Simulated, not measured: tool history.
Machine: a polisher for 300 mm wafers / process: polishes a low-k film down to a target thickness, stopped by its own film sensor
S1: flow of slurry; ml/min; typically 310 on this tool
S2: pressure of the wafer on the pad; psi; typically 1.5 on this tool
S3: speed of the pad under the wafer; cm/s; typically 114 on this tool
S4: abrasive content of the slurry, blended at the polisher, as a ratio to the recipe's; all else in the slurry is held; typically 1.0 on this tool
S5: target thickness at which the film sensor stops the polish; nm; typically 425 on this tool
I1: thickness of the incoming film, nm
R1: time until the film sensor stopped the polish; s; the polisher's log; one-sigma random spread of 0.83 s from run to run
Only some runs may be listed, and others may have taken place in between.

run 1 hour=0.0 | S1=310 S2=1.5 S3=114 S4=1.0 S5=425 | I1=454.0 | R1=69.5
run 2 hour=26.0 | S1=310 S2=1.5 S3=114 S4=1.0 S5=425 | I1=464.2 | R1=97.1
run 3 hour=43.9 | S1=310 S2=1.5 S3=114 S4=1.0 S5=425 | I1=466.1 | R1=100.1
run 4 hour=66.9 | S1=310 S2=1.5 S3=114 S4=1.0 S5=425 | I1=469.1 | R1=109.2
-- hour=82.7 worn pad replaced by a new one
run 5 hour=91.6 | S1=310 S2=1.5 S3=114 S4=1.0 S5=425 | I1=453.2 | R1=68.5
run 6 hour=119.9 | S1=310 S2=1.2 S3=152 S4=1.0 S5=414 | I1=460.4 | R1=112.1
run 7 hour=136.0 | S1=310 S2=1.5 S3=114 S4=1.0 S5=425 | I1=460.5 | R1=85.0
run 8 hour=166.5 | S1=255 S2=1.1 S3=114 S4=1.0 S5=425 | I1=457.0 | R1=108.5
run 9 hour=196.8 | S1=210 S2=1.2 S3=80 S4=1.0 S5=436 | I1=460.7 | R1=105.3
-- hour=205.7 slurry blender recalibrated
run 10 hour=214.1 | S1=310 S2=1.5 S3=114 S4=1.0 S5=425 | I1=465.8 | R1=100.0
-- hour=223.7 head pressure recalibrated
-- hour=237.8 conditioning disc replaced and pad reconditioned
run 11 hour=246.9 | S1=310 S2=1.5 S3=114 S4=1.0 S5=425 | I1=463.2 | R1=96.4
run 12 hour=265.4 | S1=310 S2=1.1 S3=114 S4=1.2 S5=425 | I1=459.7 | R1=109.8
run 13 hour=278.5 | S1=310 S2=1.8 S3=114 S4=1.0 S5=425 | I1=459.1 | R1=70.5
-- hour=291.0 slurry nozzle cleaned
-- hour=299.3 worn pad replaced by a new one
run 14 hour=299.8 | S1=310 S2=1.7 S3=124 S4=1.0 S5=420 | I1=463.3 | R1=84.3
run 15 hour=313.4 | S1=310 S2=1.5 S3=152 S4=0.9 S5=418 | I1=462.8 | R1=89.6
-- hour=409.2 slurry blender recalibrated
run 16 hour=410.9 | S1=385 S2=1.5 S3=142 S4=0.7 S5=422 | I1=459.5 | R1=89.9
run 17 hour=443.3 | S1=310 S2=1.5 S3=114 S4=0.9 S5=425 | I1=457.0 | R1=80.3
run 18 hour=457.9 | S1=310 S2=1.1 S3=114 S4=1.0 S5=425 | I1=463.6 | R1=129.3
run 19 hour=485.4 | S1=365 S2=1.7 S3=128 S4=1.0 S5=420 | I1=459.5 | R1=73.5
-- hour=516.3 worn pad replaced by a new one
run 20 hour=518.8 | S1=265 S2=1.5 S3=114 S4=1.0 S5=425 | I1=461.7 | R1=89.1
run 21 hour=532.4 | S1=310 S2=1.5 S3=114 S4=1.0 S5=425 | I1=460.6 | R1=86.2
run 22 hour=567.0 | S1=310 S2=1.9 S3=114 S4=1.0 S5=425 | I1=458.0 | R1=61.8
-- hour=574.8 conditioning disc replaced and pad reconditioned
run 23 hour=591.9 | S1=310 S2=1.2 S3=114 S4=1.1 S5=425 | I1=466.8 | R1=120.0
run 24 hour=616.2 | S1=310 S2=1.5 S3=114 S4=1.1 S5=425 | I1=461.9 | R1=83.6
run 25 hour=633.5 | S1=205 S2=1.3 S3=100 S4=1.3 S5=425 | I1=462.2 | R1=107.2

Hidden state, per run?
removal rate lost through wear of the pad, %: 0 in every run
deviation of the head's pressure from its setpoint, %: 0 in every run
abrasive missing from the slurry, %: 0 in every run
time polished since the conditioner stopped cutting, s: 0 in every run
H1: slurry flow missing at the pad, %
run=1 H1=18.9
run=2 H1=20.7
run=3 H1=22.1
run=4 H1=23.9
run=5 H1=26
run=6 H1=28.6
run=7 H1=30.1
run=8 H1=33.1
run=9 H1=36.2
run=10 H1=38.1
run=11 H1=41.9
run=12 H1=44.1
run=13 H1=45.7
run=14 H1=2.63
run=15 H1=2.67
run=16 H1=4.03
run=17 H1=4.9
run=18 H1=5.35
run=19 H1=6.33
run=20 H1=7.71
run=21 H1=8.33
run=22 H1=10.1
run=23 H1=11.5
run=24 H1=13
run=25 H1=14.1
